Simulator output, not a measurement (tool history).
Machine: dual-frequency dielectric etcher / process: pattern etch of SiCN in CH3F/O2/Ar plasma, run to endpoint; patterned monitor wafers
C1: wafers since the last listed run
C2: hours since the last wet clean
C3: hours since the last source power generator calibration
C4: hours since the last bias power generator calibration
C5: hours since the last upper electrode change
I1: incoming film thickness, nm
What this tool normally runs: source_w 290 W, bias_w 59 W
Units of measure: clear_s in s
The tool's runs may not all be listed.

Run 1, day 0.000: usual settings; C1 0; C2 294.4; C3 2226.0; C4 2515.9; C5 4491.4; I1 10.82. Result: clear_s 33.2 s.
Run 2, day 0.575: usual settings; C1 251; C2 308.2; C3 2239.8; C4 2529.7; C5 4505.2; I1 10.72. Result: clear_s 33.0 s.
Run 3, day 0.946: usual settings; C1 162; C2 317.1; C3 2248.7; C4 2538.6; C5 4514.1; I1 10.97. Result: clear_s 34.2 s.
Run 4, day 1.383: usual settings; C1 191; C2 327.6; C3 2259.2; C4 2549.1; C5 4524.6; I1 10.86. Result: clear_s 33.3 s.
Run 5, day 1.692: usual settings; C1 135; C2 335.0; C3 2266.6; C4 2556.5; C5 4532.0; I1 10.91. Result: clear_s 33.8 s.
Run 6, day 2.254: usual settings; C1 246; C2 348.5; C3 2280.1; C4 2570.0; C5 4545.5; I1 10.99. Result: clear_s 34.1 s.
Run 7, day 2.604: usual settings but bias_w 51 W; C1 153; C2 356.9; C3 2288.5; C4 2578.4; C5 4553.9; I1 10.85. Result: clear_s 35.4 s.
Run 8, day 2.921: usual settings but bias_w 51 W; C1 138; C2 364.5; C3 2296.1; C4 2586.0; C5 4561.5; I1 10.80. Result: clear_s 35.0 s.
Run 9, day 3.400: usual settings but bias_w 51 W; C1 209; C2 376.0; C3 2307.6; C4 2597.5; C5 4573.0; I1 10.74. Result: clear_s 34.8 s.
At day 3.796: source power generator calibrated.
At day 4.558: bias power generator calibrated.
At day 4.796: upper electrode replaced.
At day 5.008: wet clean of the chamber.
Run 10, day 5.029: usual settings but source_w 250 W; C1 371; C2 0.5; C3 29.6; C4 11.3; C5 5.6; I1 10.90. Result: clear_s 34.7 s.
Run 11, day 5.042: usual settings but source_w 360 W, bias_w 65 W; C1 5; C2 0.8; C3 29.9; C4 11.6; C5 5.9; I1 10.98. Result: clear_s 28.5 s.
Run 12, day 5.054: usual settings but source_w 250 W; C1 5; C2 1.1; C3 30.2; C4 11.9; C5 6.2; I1 10.86. Result: clear_s 34.4 s.
Run 13, day 5.338: usual settings but source_w 340 W; C1 124; C2 7.9; C3 37.0; C4 18.7; C5 13.0; I1 11.02. Result: clear_s 30.1 s.
Run 14, day 6.617: usual settings but source_w 320 W, bias_w 67 W; C1 560; C2 38.6; C3 67.7; C4 49.4; C5 43.7; I1 10.82. Result: clear_s 29.7 s.
Run 15, day 7.242: usual settings but source_w 250 W, bias_w 55 W; C1 273; C2 53.6; C3 82.7; C4 64.4; C5 58.7; I1 10.88. Result: clear_s 35.7 s.
Run 16, day 7.846: usual settings but source_w 320 W, bias_w 48 W; C1 264; C2 68.1; C3 97.2; C4 78.9; C5 73.2; I1 10.82. Result: clear_s 32.4 s.

Predict each of these 3 candidate next runs independently; none follows another, all start after run 16:
Run A, day 7.862: usual settings but source_w 260 W; C1 7; C2 68.5; C3 97.6; C4 79.3; C5 73.6; I1 10.72. Result: clear_s ?.
Run B, day 7.862: usual settings but source_w 250 W, bias_w 50 W; C1 7; C2 68.5; C3 97.6; C4 79.3; C5 73.6; I1 10.72. Result: clear_s ?.
Run C, day 7.862: usual settings but source_w 320 W, bias_w 69 W; C1 7; C2 68.5; C3 97.6; C4 79.3; C5 73.6; I1 10.72. Result: clear_s ?.

run  clear_s
  A     33.6
  B     35.9
  C     29.0
Had the tool no hidden state, the same runs would have come out as:
run  clear_s
  A     33.2
  B     35.5
  C     28.7
